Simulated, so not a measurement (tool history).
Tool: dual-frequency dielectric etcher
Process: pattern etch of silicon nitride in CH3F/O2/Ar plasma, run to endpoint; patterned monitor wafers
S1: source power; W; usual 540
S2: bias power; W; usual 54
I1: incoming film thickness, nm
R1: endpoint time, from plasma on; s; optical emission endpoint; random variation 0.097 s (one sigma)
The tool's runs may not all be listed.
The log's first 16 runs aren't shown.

| run | hour | S1 | S2 | I1 | R1 |
|---|---|---|---|---|---|
| 17 | 227 | 420 | 54 | 18.24 | 26.5 |
|  | 237 | source power generator calibrated |
| 18 | 237.5 | 460 | 65 | 18.41 | 24.5 |
| 19 | 246.3 | 540 | 54 | 18.38 | 24.5 |
| 20 | 260.6 | 490 | 50 | 18.47 | 25.9 |
| 21 | 275.8 | 660 | 40 | 18.2 | 24.5 |
| 22 | 292.4 | 440 | 65 | 18.51 | 24.8 |
| 23 | 308 | 540 | 61 | 18.37 | 23.3 |
| 24 | 316.6 | 600 | 43 | 18.59 | 25.3 |
| 25 | 324.9 | 430 | 50 | 18.43 | 27.1 |
| 26 | 338.9 | 540 | 54 | 18.38 | 24.3 |
| 27 | 345.4 | 500 | 61 | 18.25 | 23.7 |
| 28 | 358.8 | 640 | 60 | 18.35 | 22 |
| 29 | 370.1 | 470 | 54 | 18.51 | 25.8 |
| 30 | 385.3 | 540 | 54 | 18.44 | 24.3 |
| 31 | 391.4 | 540 | 54 | 18.43 | 24.1 |
| 32 | 405.7 | 540 | 54 | 18.39 | 24.1 |
| 33 | 418.9 | 630 | 65 | 18.46 | 21.6 |
| 34 | 428.8 | 430 | 47 | 18.23 | 27.3 |

Forecast run 35:
| 35 | 445.4 | 540 | 54 | 18.25 | ? |

Run 35 gave R1 24 s.
Without the tool's hidden state the same run would have given R1 24.6 s.
